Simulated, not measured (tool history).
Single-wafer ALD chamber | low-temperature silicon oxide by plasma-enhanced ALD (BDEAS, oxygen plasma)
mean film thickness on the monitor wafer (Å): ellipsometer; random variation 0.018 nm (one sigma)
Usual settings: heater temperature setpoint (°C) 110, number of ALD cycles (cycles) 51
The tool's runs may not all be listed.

run    hour  heater temperature setpoint (°C)  number of ALD cycles (cycles)  wafers since the last listed run  hours since the last thermocouple change  hours since the gauge calibration  read-back reference wafer on the same gauge, thickness_nm  mean film thickness on the monitor wafer (Å)
  1     0.0                               122                             51                                 0                                    1877.5                                7.7                                                      8.562                                         70.08
  2    56.1                               122                             51                               435                                    1933.6                               63.8                                                      8.606                                         70.09
  3   141.1                               122                             51                               660                                    2018.6                              148.8                                                      8.646                                         70.87
  4   192.6                               110                             51                               400                                    2070.1                              200.3                                                      8.661                                         72.70
  5   300.5                               110                             51                               838                                    2178.0                              308.2                                                      8.699                                         72.78
  6   365.5                               110                             51                               505                                    2243.0                              373.2                                                      8.713                                         73.07
  7   473.2                               110                             51                               836                                    2350.7                              480.9                                                      8.738                                         72.96
  8   543.4                               110                             51                               545                                    2420.9                              551.1                                                      8.745                                         73.19
  9   639.0                               110                             51                               742                                    2516.5                              646.7                                                      8.749                                         73.16
 10   682.1                               110                             47                               334                                    2559.6                              689.8                                                      8.759                                         67.84
      766.8  -- thermocouple changed; heater temperature recalibrated
 11   769.0                               100                             47                               613                                       2.2                              776.7                                                      8.751                                         68.89
 12   808.1                                98                             61                               303                                      41.3                              815.8                                                      8.754                                         90.05
      852.5  -- gauge calibrated
 13   877.5                                97                             54                               539                                     110.7                               25.0                                                      8.585                                         78.33
 14   917.7                               110                             51                               312                                     150.9                               65.2                                                      8.612                                         71.91
 15   996.7                               121                             41                               613                                     229.9                              144.2                                                      8.654                                         57.04
 16  1042.5                               104                             41                               355                                     275.7                              190.0                                                      8.670                                         59.06
 17  1096.2                               110                             56                               417                                     329.4                              243.7                                                      8.692                                         79.81
 18  1404.2                               117                             54                              2393                                     637.4                              551.7                                                      8.759                                         76.40
 19  1442.4                               122                             51                               296                                     675.6                              589.9                                                      8.746                                         71.38
 20  1505.5                               110                             51                               490                                     738.7                              653.0                                                      8.763                                         72.99
 21  1574.7                               103                             58                               537                                     807.9                              722.2                                                      8.766                                         84.44

Hidden state or all else? Some run-to-run changes of mean film thickness on the monitor wafer (Å), split into what the settings, what came in and random variation would give without the hidden state, and what is left for the hidden state (with any gauge scatter that isn't in both results):
The hidden state here: wafer temperature above the value expected at the setpoint (K); gauge reads high (%).
Run 11 -> 12: heater temperature setpoint (°C) 100 -> 98, number of ALD cycles (cycles) 47 -> 61. mean film thickness on the monitor wafer (Å) +21.16: hidden state +0.46, all else +20.70.
Run 12 -> 13: heater temperature setpoint (°C) 98 -> 97, number of ALD cycles (cycles) 61 -> 54, gauge calibrated. mean film thickness on the monitor wafer (Å) -11.72: hidden state -1.80, all else -9.92.
Run 16 -> 17: heater temperature setpoint (°C) 104 -> 110, number of ALD cycles (cycles) 41 -> 56. mean film thickness on the monitor wafer (Å) +20.75: hidden state +0.42, all else +20.33.
